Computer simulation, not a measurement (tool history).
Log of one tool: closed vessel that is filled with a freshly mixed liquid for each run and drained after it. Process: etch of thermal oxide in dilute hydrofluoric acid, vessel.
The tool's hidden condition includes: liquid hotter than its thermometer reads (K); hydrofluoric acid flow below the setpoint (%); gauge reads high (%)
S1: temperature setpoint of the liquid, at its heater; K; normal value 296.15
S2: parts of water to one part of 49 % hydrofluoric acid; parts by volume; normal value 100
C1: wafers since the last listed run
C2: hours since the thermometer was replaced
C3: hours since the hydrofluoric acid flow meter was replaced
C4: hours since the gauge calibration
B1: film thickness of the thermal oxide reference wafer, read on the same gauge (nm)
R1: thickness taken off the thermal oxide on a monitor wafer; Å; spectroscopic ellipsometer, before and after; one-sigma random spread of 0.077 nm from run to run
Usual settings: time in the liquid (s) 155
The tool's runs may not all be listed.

{"run": 1, "hour": 0.0, "S1": 296.15, "S2": 100, "time in the liquid (s)": 155, "C1": 0, "C2": 422.4, "C3": 12.0, "C4": 411.6, "B1": 109.98, "R1": 85.3}
{"run": 2, "hour": 71.4, "S1": 296.15, "S2": 100, "time in the liquid (s)": 155, "C1": 8646, "C2": 493.8, "C3": 83.4, "C4": 483.0, "B1": 109.98, "R1": 84.6}
{"hour": 148.0, "done": "thermometer replaced"}
{"run": 3, "hour": 170.7, "S1": 300.15, "S2": 100, "time in the liquid (s)": 155, "C1": 11903, "C2": 22.7, "C3": 182.7, "C4": 582.3, "B1": 110.02, "R1": 100.2}
{"run": 4, "hour": 235.5, "S1": 300.15, "S2": 100, "time in the liquid (s)": 155, "C1": 7846, "C2": 87.5, "C3": 247.5, "C4": 647.1, "B1": 110.02, "R1": 98.2}
{"run": 5, "hour": 273.6, "S1": 296.15, "S2": 100, "time in the liquid (s)": 155, "C1": 4613, "C2": 125.6, "C3": 285.6, "C4": 685.2, "B1": 110.02, "R1": 83.7}
{"run": 6, "hour": 361.6, "S1": 296.15, "S2": 100, "time in the liquid (s)": 155, "C1": 10656, "C2": 213.6, "C3": 373.6, "C4": 773.2, "B1": 110.01, "R1": 82.9}
{"run": 7, "hour": 399.7, "S1": 296.15, "S2": 100, "time in the liquid (s)": 155, "C1": 4613, "C2": 251.7, "C3": 411.7, "C4": 811.3, "B1": 109.99, "R1": 84.4}
{"hour": 482.6, "done": "hydrofluoric acid flow meter replaced"}
{"run": 8, "hour": 497.3, "S1": 296.15, "S2": 100, "time in the liquid (s)": 90, "C1": 11697, "C2": 349.3, "C3": 14.7, "C4": 908.9, "B1": 110.0, "R1": 49.7}
{"run": 9, "hour": 544.9, "S1": 296.15, "S2": 100, "time in the liquid (s)": 90, "C1": 5764, "C2": 396.9, "C3": 62.3, "C4": 956.5, "B1": 110.02, "R1": 48.7}
{"run": 10, "hour": 622.2, "S1": 292.15, "S2": 100, "time in the liquid (s)": 185, "C1": 9360, "C2": 474.2, "C3": 139.6, "C4": 1033.8, "B1": 109.97, "R1": 84.6}
{"run": 11, "hour": 680.3, "S1": 292.15, "S2": 100, "time in the liquid (s)": 185, "C1": 7035, "C2": 532.3, "C3": 197.7, "C4": 1091.9, "B1": 110.0, "R1": 84.5}
{"run": 12, "hour": 759.0, "S1": 294.65, "S2": 100, "time in the liquid (s)": 125, "C1": 9530, "C2": 611.0, "C3": 276.4, "C4": 1170.6, "B1": 110.01, "R1": 62.7}
{"hour": 783.2, "done": "thermometer replaced"}
{"run": 13, "hour": 842.4, "S1": 296.15, "S2": 90, "time in the liquid (s)": 155, "C1": 9978, "C2": 59.2, "C3": 359.8, "C4": 1254.0, "B1": 109.99, "R1": 93.8}
{"run": 14, "hour": 949.3, "S1": 293.15, "S2": 115, "time in the liquid (s)": 155, "C1": 12945, "C2": 166.1, "C3": 466.7, "C4": 1360.9, "B1": 110.0, "R1": 61.1}
{"hour": 958.5, "done": "hydrofluoric acid flow meter replaced"}
{"run": 15, "hour": 1024.4, "S1": 296.15, "S2": 100, "time in the liquid (s)": 155, "C1": 8973, "C2": 241.2, "C3": 65.9, "C4": 1436.0, "B1": 109.98, "R1": 84.0}
{"hour": 1035.2, "done": "gauge calibrated"}
{"run": 16, "hour": 1094.8, "S1": 296.15, "S2": 115, "time in the liquid (s)": 235, "C1": 8525, "C2": 311.6, "C3": 136.3, "C4": 59.6, "B1": 110.02, "R1": 109.0}
{"run": 17, "hour": 1144.2, "S1": 293.65, "S2": 145, "time in the liquid (s)": 70, "C1": 5982, "C2": 361.0, "C3": 185.7, "C4": 109.0, "B1": 109.98, "R1": 22.6}
{"run": 18, "hour": 1189.8, "S1": 292.15, "S2": 60, "time in the liquid (s)": 210, "C1": 5521, "C2": 406.6, "C3": 231.3, "C4": 154.6, "B1": 110.0, "R1": 168.8}
{"run": 19, "hour": 1251.5, "S1": 296.15, "S2": 100, "time in the liquid (s)": 155, "C1": 7471, "C2": 468.3, "C3": 293.0, "C4": 216.3, "B1": 109.98, "R1": 82.8}
{"run": 20, "hour": 1297.7, "S1": 299.65, "S2": 100, "time in the liquid (s)": 120, "C1": 5594, "C2": 514.5, "C3": 339.2, "C4": 262.5, "B1": 110.0, "R1": 73.5}
{"hour": 1324.9, "done": "thermometer replaced"}
{"run": 21, "hour": 1392.4, "S1": 299.15, "S2": 100, "time in the liquid (s)": 100, "C1": 11346, "C2": 67.5, "C3": 433.9, "C4": 357.2, "B1": 110.01, "R1": 60.0}
{"run": 22, "hour": 1435.3, "S1": 291.15, "S2": 100, "time in the liquid (s)": 230, "C1": 5194, "C2": 110.4, "C3": 476.8, "C4": 400.1, "B1": 110.02, "R1": 99.9}
{"hour": 1445.3, "done": "hydrofluoric acid flow meter replaced"}
{"run": 23, "hour": 1520.5, "S1": 293.15, "S2": 115, "time in the liquid (s)": 155, "C1": 10196, "C2": 195.6, "C3": 75.2, "C4": 485.3, "B1": 110.0, "R1": 64.5}
{"run": 24, "hour": 1592.6, "S1": 293.65, "S2": 145, "time in the liquid (s)": 155, "C1": 8730, "C2": 267.7, "C3": 147.3, "C4": 557.4, "B1": 109.99, "R1": 49.3}

Forecast run 25:
{"run": 25, "hour": 1685.0, "S1": 299.65, "S2": 50, "time in the liquid (s)": 155, "C1": 11189, "C2": 360.1, "C3": 239.7, "C4": 649.8, "B1": "?", "R1": "?"}

Run 25 gave B1 110.03, R1 206.3 Å.
Without the tool's hidden state the same run would have given R1 210.8 Å.

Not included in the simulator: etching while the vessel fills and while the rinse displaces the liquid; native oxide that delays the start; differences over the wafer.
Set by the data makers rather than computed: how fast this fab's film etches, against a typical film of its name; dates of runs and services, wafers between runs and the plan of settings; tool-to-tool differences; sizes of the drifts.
